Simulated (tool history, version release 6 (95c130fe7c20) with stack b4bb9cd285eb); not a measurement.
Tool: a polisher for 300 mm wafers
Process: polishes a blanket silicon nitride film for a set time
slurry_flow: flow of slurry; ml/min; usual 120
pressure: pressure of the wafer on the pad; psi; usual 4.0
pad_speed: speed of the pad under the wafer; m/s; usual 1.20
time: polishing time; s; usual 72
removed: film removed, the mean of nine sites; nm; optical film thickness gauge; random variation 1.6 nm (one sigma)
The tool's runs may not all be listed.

| run | hour | slurry_flow | pressure | pad_speed | time | wafers since the last listed run | wafers polished on this pad | hours since the slurry nozzle was cleaned | hours since the head pressure was calibrated | incoming thickness of the incoming film, nm | removed |
|---|---|---|---|---|---|---|---|---|---|---|---|
| 1 | 0.0 | 120 | 4.0 | 1.20 | 72 | 0 | 332 | 237.3 | 452.1 | 717.8 | 215.3 |
| 2 | 46.1 | 120 | 4.0 | 1.20 | 72 | 552 | 884 | 283.4 | 498.2 | 725.7 | 210.8 |
| 3 | 66.1 | 120 | 4.0 | 0.88 | 72 | 239 | 1123 | 303.4 | 518.2 | 722.4 | 164.2 |
|  | 71.2 | worn pad replaced by a new one |
| 4 | 90.3 | 120 | 4.0 | 0.88 | 72 | 241 | 229 | 327.6 | 542.4 | 721.4 | 165.9 |
|  | 118.2 | head pressure recalibrated |
| 5 | 118.7 | 120 | 4.0 | 0.88 | 72 | 316 | 545 | 356.0 | 0.5 | 724.3 | 154.5 |
| 6 | 143.1 | 120 | 4.0 | 1.46 | 83 | 292 | 837 | 380.4 | 24.9 | 705.5 | 261.6 |
|  | 168.7 | worn pad replaced by a new one |
| 7 | 173.8 | 120 | 4.0 | 1.46 | 83 | 319 | 60 | 411.1 | 55.6 | 726.8 | 269.7 |
| 8 | 190.3 | 120 | 4.6 | 1.08 | 72 | 197 | 258 | 427.6 | 72.1 | 724.7 | 202.6 |
| 9 | 211.2 | 100 | 3.1 | 1.38 | 72 | 250 | 508 | 448.5 | 93.0 | 708.6 | 176.4 |
| 10 | 237.5 | 145 | 4.8 | 1.20 | 72 | 315 | 823 | 474.8 | 119.3 | 727.9 | 241.4 |
|  | 251.2 | slurry nozzle cleaned |
| 11 | 251.7 | 150 | 4.0 | 1.20 | 72 | 158 | 981 | 0.5 | 133.5 | 714.3 | 221.7 |
|  | 266.6 | worn pad replaced by a new one |
| 12 | 267.1 | 110 | 5.1 | 1.08 | 72 | 136 | 5 | 15.9 | 148.9 | 725.6 | 231.2 |
| 13 | 289.3 | 120 | 4.0 | 1.46 | 83 | 265 | 271 | 38.1 | 171.1 | 725.6 | 288.0 |
| 14 | 322.0 | 85 | 4.8 | 0.80 | 48 | 391 | 663 | 70.8 | 203.8 | 720.1 | 105.3 |
| 15 | 342.9 | 155 | 4.0 | 1.20 | 62 | 250 | 913 | 91.7 | 224.7 | 714.8 | 195.0 |
|  | 357.3 | worn pad replaced by a new one |
| 16 | 358.8 | 120 | 4.0 | 1.20 | 96 | 142 | 17 | 107.6 | 240.6 | 717.1 | 292.1 |
| 17 | 371.0 | 120 | 4.0 | 1.20 | 72 | 146 | 163 | 119.8 | 252.8 | 732.8 | 212.1 |

Forecast each of these 3 alternatives for the next run:
| A | 371.5 | 120 | 4.0 | 1.20 | 72 | 5 | 169 | 120.3 | 253.3 | 731.4 | ? |
| B | 371.5 | 90 | 4.8 | 1.20 | 87 | 5 | 169 | 120.3 | 253.3 | 731.4 | ? |
| C | 371.5 | 120 | 4.5 | 1.04 | 49 | 5 | 169 | 120.3 | 253.3 | 731.4 | ? |

| run | removed |
|---|---|
| A | 214.0 |
| B | 273.7 |
| C | 141.9 |
Without the tool's hidden state the same runs would have given:
| run | removed |
|---|---|
| A | 200.6 |
| B | 257.0 |
| C | 133.0 |
